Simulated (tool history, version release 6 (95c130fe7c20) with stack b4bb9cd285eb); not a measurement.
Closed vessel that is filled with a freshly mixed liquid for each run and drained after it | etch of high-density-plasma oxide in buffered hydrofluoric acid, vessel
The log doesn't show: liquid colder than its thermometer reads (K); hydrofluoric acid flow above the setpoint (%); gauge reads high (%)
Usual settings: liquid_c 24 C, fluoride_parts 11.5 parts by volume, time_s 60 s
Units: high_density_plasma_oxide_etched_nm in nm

run    hour  liquid_c  fluoride_parts  time_s  wafers since the last listed run  hours since the thermometer was replaced  hours since the hydrofluoric acid flow meter was replaced  hours since the gauge calibration  read-back film thickness of the high-density-plasma oxide reference wafer, read on the same gauge (nm)  high_density_plasma_oxide_etched_nm
  1       0      22.5            11.5      70                                 0                                    1281.3                                                      459.7                             2093.5                                                                                                   40.02                                62.13
  2    26.6      22.5            11.5      70                              1882                                    1307.9                                                      486.3                             2120.1                                                                                                   39.97                                62.37
  3    97.4      22.5            11.5      70                              5011                                    1378.7                                                      557.1                             2190.9                                                                                                   40.02                                61.55
  4   132.2        24              10      60                              2463                                    1413.5                                                      591.9                             2225.7                                                                                                   40.02                                66.26
  5     183        24              10      60                              3595                                    1464.3                                                      642.7                             2276.5                                                                                                   40.02                                65.94
  6     225        24              10      60                              2972                                    1506.3                                                      684.7                             2318.5                                                                                                   39.98                                66.45
  7   270.1        24            11.5      60                              3192                                    1551.4                                                      729.8                             2363.6                                                                                                   40.02                                57.24
  8   323.6      27.5            11.5      60                              3786                                    1604.9                                                      783.3                             2417.1                                                                                                   39.97                                69.35
  9   364.1      27.5            11.5      60                              2866                                    1645.4                                                      823.8                             2457.6                                                                                                   39.99                                69.99
 10   429.5        20            12.5      60                              4629                                    1710.8                                                      889.2                               2523                                                                                                   39.96                                41.86
 11   464.1        24               9      40                              2449                                    1745.4                                                      923.8                             2557.6                                                                                                   39.95                                46.34
 12   618.3        29            11.5      60                             10914                                    1899.6                                                       1078                             2711.8                                                                                                   40.02                                73.54
 13   671.2        24            11.5      60                              3744                                    1952.5                                                     1130.9                             2764.7                                                                                                   39.94                                56.25
      679.2  -- gauge calibrated
 14   740.7      19.5             7.5      70                              4919                                      2022                                                     1200.4                               61.5                                                                                                   39.94                                76.02
 15   795.6        24            14.5      50                              3885                                    2076.9                                                     1255.3                              116.4                                                                                                      40                                37.33
      816.9  -- hydrofluoric acid flow meter replaced
 16   820.8      25.5            14.5      40                              1712                                    2102.1                                                        3.9                              141.6                                                                                                   39.98                                32.26
       1013  -- thermometer replaced
 17  1027.3        24            11.5      45                             14545                                      14.3                                                      210.4                              348.1                                                                                                   39.97                                45.22
 18  1219.3        24             7.5      80                             13590                                     206.3                                                      402.4                              540.1                                                                                                   40.01                               122.03
 19  1246.8      28.5            11.5      30                              1946                                     233.8                                                      429.9                              567.6                                                                                                   39.98                                39.11
 20    1292      21.5              14      60                              3199                                       279                                                      475.1                              612.8                                                                                                      40                                43.31
 21  1342.2        24            11.5      60                              3553                                     329.2                                                      525.3                                663                                                                                                      40                                60.94
 22  1376.4        22            11.5      60                              2420                                     363.4                                                      559.5                              697.2                                                                                                   39.99                                53.75
 23  1438.3        24            11.5      60                              4381                                     425.3                                                      621.4                              759.1                                                                                                   39.96                                60.43
 24  1465.3        24            11.5      60                              1911                                     452.3                                                      648.4                              786.1                                                                                                   40.01                                60.76
 25  1532.7        24            11.5      60                              4770                                     519.7                                                      715.8                              853.5                                                                                                   40.01                                60.51
 26  1563.6        24            14.5      60                              2187                                     550.6                                                      746.7                              884.4                                                                                                   40.01                                 47.8
 27  1621.1        24            11.5      80                              4069                                     608.1                                                      804.2                              941.9                                                                                                      40                                79.55
 28  1652.8        29               8      30                              2243                                     639.8                                                      835.9                              973.6                                                                                                   39.99                                53.97
 29  1679.2        24             8.5      90                              1868                                     666.2                                                      862.3                               1000                                                                                                   39.99                               115.69
 30  1724.6        24            11.5      75                              3213                                     711.6                                                      907.7                             1045.4                                                                                                   40.04                                74.68

The same runs without the tool's hidden state, with the same run-to-run variation:
run  high_density_plasma_oxide_etched_nm
  1                                66.47
  2                                 66.8
  3                                 66.1
  4                                71.23
  5                                71.04
  6                                71.74
  7                                61.91
  8                                75.07
  9                                75.89
 10                                 45.7
 11                                50.55
 12                                80.53
 13                                61.92
 14                                 84.2
 15                                41.33
 16                                35.72
 17                                45.76
 18                               124.51
 19                                39.95
 20                                44.36
 21                                62.52
 22                                55.26
 23                                62.27
 24                                62.68
 25                                62.64
 26                                49.53
 27                                82.65
 28                                56.07
 29                               120.46
 30                                77.93

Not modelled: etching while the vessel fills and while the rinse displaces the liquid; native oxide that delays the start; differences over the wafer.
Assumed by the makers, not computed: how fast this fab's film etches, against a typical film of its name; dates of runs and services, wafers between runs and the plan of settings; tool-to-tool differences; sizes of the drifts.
